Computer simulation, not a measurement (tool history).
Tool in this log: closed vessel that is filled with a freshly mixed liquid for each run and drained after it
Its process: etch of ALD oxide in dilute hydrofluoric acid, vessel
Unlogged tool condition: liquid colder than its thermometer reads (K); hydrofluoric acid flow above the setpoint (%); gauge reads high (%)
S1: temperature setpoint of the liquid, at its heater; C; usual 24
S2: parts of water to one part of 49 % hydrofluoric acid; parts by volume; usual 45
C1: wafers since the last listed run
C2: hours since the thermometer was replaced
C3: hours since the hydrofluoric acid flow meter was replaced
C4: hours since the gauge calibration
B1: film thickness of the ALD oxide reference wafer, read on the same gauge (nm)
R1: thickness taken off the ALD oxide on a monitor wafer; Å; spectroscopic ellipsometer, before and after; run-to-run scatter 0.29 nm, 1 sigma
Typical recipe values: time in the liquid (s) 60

Run 1, hour 0: usual settings but S2 35 parts by volume; C1 0; C2 2359.9; C3 1871.5; C4 66.7; B1 90. Result: R1 452.3 Å.
Run 2, hour 30: usual settings but S2 35 parts by volume; C1 2730; C2 2389.9; C3 1901.5; C4 96.7; B1 89.99. Result: R1 455.4 Å.
Run 3, hour 45.8: usual settings but S1 21 C, time in the liquid (s) 40; C1 1438; C2 2405.7; C3 1917.3; C4 112.5; B1 90. Result: R1 204.8 Å.
Run 4, hour 73.5: usual settings; C1 2521; C2 2433.4; C3 1945; C4 140.2; B1 89.99. Result: R1 350.3 Å.
Run 5, hour 88.8: usual settings; C1 1392; C2 2448.7; C3 1960.3; C4 155.5; B1 90. Result: R1 350 Å.
Run 6, hour 116.8: usual settings; C1 2548; C2 2476.7; C3 1988.3; C4 183.5; B1 90. Result: R1 352 Å.
Run 7, hour 151.4: usual settings but S1 27 C; C1 3149; C2 2511.3; C3 2022.9; C4 218.1; B1 90.01. Result: R1 395.2 Å.
Run 8, hour 178.4: usual settings but S1 27 C; C1 2457; C2 2538.3; C3 2049.9; C4 245.1; B1 90. Result: R1 394.5 Å.
Run 9, hour 199.6: usual settings but S1 27 C; C1 1929; C2 2559.5; C3 2071.1; C4 266.3; B1 90. Result: R1 396.5 Å.
Run 10, hour 231.8: usual settings; C1 2930; C2 2591.7; C3 2103.3; C4 298.5; B1 90.01. Result: R1 348.6 Å.
At hour 305.1: hydrofluoric acid flow meter replaced.
Run 11, hour 328: usual settings; C1 8664; C2 2687.9; C3 22.9; C4 394.7; B1 90. Result: R1 345.9 Å.
At hour 351.8: thermometer replaced.
Run 12, hour 361.9: usual settings; C1 2994; C2 10.1; C3 56.8; C4 428.6; B1 89.99. Result: R1 328.9 Å.
Run 13, hour 396.1: usual settings; C1 3112; C2 44.3; C3 91; C4 462.8; B1 90. Result: R1 330.4 Å.
Run 14, hour 420.5: usual settings but time in the liquid (s) 40; C1 2220; C2 68.7; C3 115.4; C4 487.2; B1 90.01. Result: R1 221.3 Å.
Run 15, hour 441: usual settings but time in the liquid (s) 40; C1 1865; C2 89.2; C3 135.9; C4 507.7; B1 90.01. Result: R1 217.2 Å.
Run 16, hour 465.5: usual settings; C1 2229; C2 113.7; C3 160.4; C4 532.2; B1 90.02. Result: R1 322.4 Å.
Run 17, hour 491.9: usual settings but S1 19 C, S2 25 parts by volume; C1 2402; C2 140.1; C3 186.8; C4 558.6; B1 89.98. Result: R1 488.5 Å.
Run 18, hour 504.5: usual settings but S2 55 parts by volume; C1 1146; C2 152.7; C3 199.4; C4 571.2; B1 90. Result: R1 264.2 Å.
Run 19, hour 531: usual settings but S1 22.5 C, S2 35 parts by volume, time in the liquid (s) 85; C1 2411; C2 179.2; C3 225.9; C4 597.7; B1 90. Result: R1 563.8 Å.
At hour 545.4: thermometer replaced, repeated, since the last time left the tool worse.
Run 20, hour 565: usual settings but S1 25.5 C, time in the liquid (s) 75; C1 3003; C2 19.6; C3 259.9; C4 631.7; B1 90.01. Result: R1 498.1 Å.
Run 21, hour 599.1: usual settings; C1 3103; C2 53.7; C3 294; C4 665.8; B1 89.99. Result: R1 373.5 Å.
Run 22, hour 633.8: usual settings but time in the liquid (s) 90; C1 3158; C2 88.4; C3 328.7; C4 700.5; B1 90. Result: R1 565.8 Å.
Run 23, hour 666.7: usual settings; C1 2994; C2 121.3; C3 361.6; C4 733.4; B1 90.01. Result: R1 372.5 Å.
Run 24, hour 681.4: usual settings but S1 25.5 C; C1 1337; C2 136; C3 376.3; C4 748.1; B1 90.01. Result: R1 396.2 Å.
Run 25, hour 706.2: usual settings but S1 21.5 C, S2 55 parts by volume, time in the liquid (s) 40; C1 2257; C2 160.8; C3 401.1; C4 772.9; B1 90.01. Result: R1 182.2 Å.
At hour 717.6: gauge calibrated.
Run 26, hour 736.2: usual settings but S1 26.5 C; C1 2730; C2 190.8; C3 431.1; C4 18.6; B1 90. Result: R1 415.5 Å.
Run 27, hour 757.1: usual settings but S1 21.5 C, S2 60 parts by volume, time in the liquid (s) 50; C1 1902; C2 211.7; C3 452; C4 39.5; B1 89.99. Result: R1 207.7 Å.
Run 28, hour 791.8: usual settings but time in the liquid (s) 40; C1 3158; C2 246.4; C3 486.7; C4 74.2; B1 90.01. Result: R1 247.7 Å.
Run 29, hour 810.8: usual settings; C1 1729; C2 265.4; C3 505.7; C4 93.2; B1 90. Result: R1 371.6 Å.
Run 30, hour 851.4: usual settings; C1 3695; C2 306; C3 546.3; C4 133.8; B1 90. Result: R1 372.7 Å.
Run 31, hour 884.9: usual settings but S2 60 parts by volume, time in the liquid (s) 90; C1 3049; C2 339.5; C3 579.8; C4 167.3; B1 90. Result: R1 405.1 Å.
Run 32, hour 915.3: usual settings but S1 27.5 C, S2 55 parts by volume, time in the liquid (s) 35; C1 2766; C2 369.9; C3 610.2; C4 197.7; B1 89.98. Result: R1 201.4 Å.
Run 33, hour 936.9: usual settings but S1 19.5 C, S2 55 parts by volume, time in the liquid (s) 90; C1 1965; C2 391.5; C3 631.8; C4 219.3; B1 90.02. Result: R1 374.3 Å.

Each row is a separate what-if for the run after 33, all from the same tool condition, not one after another. Results?
Run A, hour 937.6: usual settings; C1 63; C2 392.2; C3 632.5; C4 220; B1 ?. Result: R1 ?.
Run B, hour 937.6: usual settings but S1 28.5 C, S2 50 parts by volume, time in the liquid (s) 90; C1 63; C2 392.2; C3 632.5; C4 220; B1 ?. Result: R1 ?.
Run C, hour 937.6: usual settings but S1 22 C, time in the liquid (s) 75; C1 63; C2 392.2; C3 632.5; C4 220; B1 ?. Result: R1 ?.

run     B1     R1
  A  90.01  369.9
  B  90.01  595.3
  C  90.01  425.3
The same runs, with their run-to-run variation unchanged, on a tool lacking any hidden condition would have given:
run     R1
  A  374.5
  B  602.5
  C  430.7
